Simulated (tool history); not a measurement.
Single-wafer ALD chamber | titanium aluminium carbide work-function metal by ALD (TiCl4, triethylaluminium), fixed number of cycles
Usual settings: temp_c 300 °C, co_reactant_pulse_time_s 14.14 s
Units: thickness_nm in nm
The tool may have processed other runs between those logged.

run    hour  temp_c  co_reactant_pulse_time_s  wafers since the last listed run  hours since the last thermocouple change  hours since the last triethylaluminium bottle change  hours since the showerhead was replaced  hours since the gauge calibration  read-back reference wafer on the same gauge, thickness_nm  thickness_nm
  1     0.0     300                     11.95                                 0                                    1823.4                                                 541.2                                   2627.1                              748.5                                                      2.020         1.981
  2    39.5     308                     14.14                               573                                    1862.9                                                 580.7                                   2666.6                              788.0                                                      2.020         2.074
       97.9  -- triethylaluminium bottle replaced
  3   198.2     308                     14.14                              2186                                    2021.6                                                 100.3                                   2825.3                              946.7                                                      2.021         2.112
  4   237.0     308                     14.14                               562                                    2060.4                                                 139.1                                   2864.1                              985.5                                                      2.021         2.104
  5   317.4     306                     18.01                              1166                                    2140.8                                                 219.5                                   2944.5                             1065.9                                                      2.020         2.101
  6   387.0     306                     18.01                              1009                                    2210.4                                                 289.1                                   3014.1                             1135.5                                                      2.019         2.099
  7   456.1     306                     18.01                              1002                                    2279.5                                                 358.2                                   3083.2                             1204.6                                                      2.020         2.097
  8   514.6     300                     14.14                               848                                    2338.0                                                 416.7                                   3141.7                             1263.1                                                      2.019         2.021
  9   567.9     309                     14.14                               773                                    2391.3                                                 470.0                                   3195.0                             1316.4                                                      2.019         2.090
 10   625.6     300                     14.14                               837                                    2449.0                                                 527.7                                   3252.7                             1374.1                                                      2.020         2.005
 11   689.6     300                     14.14                               928                                    2513.0                                                 591.7                                   3316.7                             1438.1                                                      2.019         1.987
      699.3  -- triethylaluminium bottle replaced
 12   725.8     293                     14.14                               409                                    2549.2                                                  26.5                                   3352.9                             1474.3                                                      2.021         2.008
      750.1  -- gauge calibrated
 13   797.5     300                     14.14                              1040                                    2620.9                                                  98.2                                   3424.6                               47.4                                                      2.020         2.053
 14   868.1     300                     14.14                              1024                                    2691.5                                                 168.8                                   3495.2                              118.0                                                      2.021         2.059
 15   911.6     300                     14.14                               631                                    2735.0                                                 212.3                                   3538.7                              161.5                                                      2.020         2.046
      978.8  -- showerhead replaced
      984.9  -- thermocouple changed; heater temperature recalibrated
 16  1100.7     290                     14.14                              2539                                     115.8                                                 401.4                                    121.9                              350.6                                                      2.020         1.955
 17  1154.0     300                     14.14                               773                                     169.1                                                 454.7                                    175.2                              403.9                                                      2.019         2.032
     1213.5  -- triethylaluminium bottle replaced
 18  1217.7     311                     14.14                               808                                     232.8                                                   4.2                                    238.9                              467.6                                                      2.018         2.151
 19  1246.5     300                     14.14                               417                                     261.6                                                  33.0                                    267.7                              496.4                                                      2.019         2.063
 20  1304.5     305                     16.31                               841                                     319.6                                                  91.0                                    325.7                              554.4                                                      2.021         2.093
 21  1347.3     296                     10.41                               621                                     362.4                                                 133.8                                    368.5                              597.2                                                      2.021         1.999
 22  1416.6     304                     18.71                              1005                                     431.7                                                 203.1                                    437.8                              666.5                                                      2.020         2.096
 23  1478.8     314                     15.65                               902                                     493.9                                                 265.3                                    500.0                              728.7                                                      2.021         2.176
 24  1546.1     306                     10.02                               976                                     561.2                                                 332.6                                    567.3                              796.0                                                      2.021         2.021
 25  1609.1     308                      9.68                               914                                     624.2                                                 395.6                                    630.3                              859.0                                                      2.020         2.028
 26  1635.6     311                     18.98                               384                                     650.7                                                 422.1                                    656.8                              885.5                                                      2.020         2.144
 27  1676.1     300                     14.14                               587                                     691.2                                                 462.6                                    697.3                              926.0                                                      2.020         2.024
 28  1737.0     286                     16.18                               883                                     752.1                                                 523.5                                    758.2                              986.9                                                      2.018         1.938
 29  1761.5     308                     14.14                               355                                     776.6                                                 548.0                                    782.7                             1011.4                                                      2.021         2.062
 30  1818.6     300                     14.14                               828                                     833.7                                                 605.1                                    839.8                             1068.5                                                      2.019         1.993
     1850.6  -- triethylaluminium bottle replaced
 31  1886.7     300                     19.23                               872                                     901.8                                                  36.1                                    907.9                             1136.6                                                      2.019         2.064
 32  1940.9     309                     14.14                               786                                     956.0                                                  90.3                                    962.1                             1190.8                                                      2.020         2.112

Had the tool no unlogged condition, and each run kept its random variation, what would the results have been?
Hidden state present: wafer temperature above the value expected at the setpoint (K); triethylaluminium dose above that of a fresh bottle (%); gauge reads high (%).
run  thickness_nm
  1         2.044
  2         2.129
  3         2.117
  4         2.110
  5         2.105
  6         2.105
  7         2.105
  8         2.048
  9         2.127
 10         2.054
 11         2.059
 12         2.010
 13         2.056
 14         2.063
 15         2.052
 16         1.973
 17         2.058
 18         2.151
 19         2.064
 20         2.094
 21         2.003
 22         2.097
 23         2.180
 24         2.045
 25         2.067
 26         2.151
 27         2.047
 28         1.961
 29         2.104
 30         2.052
 31         2.064
 32         2.112

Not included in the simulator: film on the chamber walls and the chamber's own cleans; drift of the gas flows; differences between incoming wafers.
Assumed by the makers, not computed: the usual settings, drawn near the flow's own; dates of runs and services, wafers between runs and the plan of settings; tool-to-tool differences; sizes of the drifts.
